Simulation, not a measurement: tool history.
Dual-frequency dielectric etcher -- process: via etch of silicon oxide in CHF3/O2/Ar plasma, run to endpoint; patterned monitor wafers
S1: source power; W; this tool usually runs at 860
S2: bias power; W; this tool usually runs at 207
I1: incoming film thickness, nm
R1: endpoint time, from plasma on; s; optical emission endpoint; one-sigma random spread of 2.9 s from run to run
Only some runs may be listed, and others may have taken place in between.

run,day,S1,S2,I1,R1
1,0,860,207,762.7,325.5
# day 0.042: wet clean of the chamber
2,1.238,860,207,771,343.4
3,2.088,860,240,764.5,327.6
4,2.988,860,240,771.1,326.9
5,4.038,860,240,763.4,325.9
6,5.254,860,207,761.1,338.1
7,6.071,860,207,766.3,337.1
8,7.542,860,207,768,336.2
9,8.292,860,207,766.5,334.2
10,9.338,860,207,761.4,332.7
11,9.967,860,207,763.6,328
12,10.604,860,207,766.5,331.9
13,11.721,860,207,767.6,334.4
14,12.946,720,161,778.4,376.9
# day 13.558: bias power generator calibrated
# day 14.192: wet clean of the chamber
# day 15.138: upper electrode replaced
15,15.158,710,177,765.5,374.4
16,15.175,860,207,773.1,342.3
17,15.683,930,193,763.7,336.8
# day 16.488: source power generator calibrated
18,17.154,860,240,762.1,325.1
19,18.575,860,207,759.8,336.4
20,19.975,700,207,768.1,354.1
21,20.962,860,207,772,341.5
22,21.542,860,164,761.1,351.9
23,22.996,750,229,776.7,342.7
24,24.208,780,258,761.6,319.2
25,25.121,860,207,770.5,332.2
26,26.621,860,232,767.4,324.1

4 ways to go on from here, each from the tool as it stands after run 26. What would each give?
A,26.642,860,207,761.9,?
B,26.642,660,258,761.9,?
C,26.642,860,179,761.9,?
D,26.642,860,242,761.9,?

run,R1
A,327.1
B,326.5
C,339.7
D,313.4
Had the tool no hidden state, the same runs would have come out as:
run,R1
A,341.6
B,341
C,354.8
D,327.3

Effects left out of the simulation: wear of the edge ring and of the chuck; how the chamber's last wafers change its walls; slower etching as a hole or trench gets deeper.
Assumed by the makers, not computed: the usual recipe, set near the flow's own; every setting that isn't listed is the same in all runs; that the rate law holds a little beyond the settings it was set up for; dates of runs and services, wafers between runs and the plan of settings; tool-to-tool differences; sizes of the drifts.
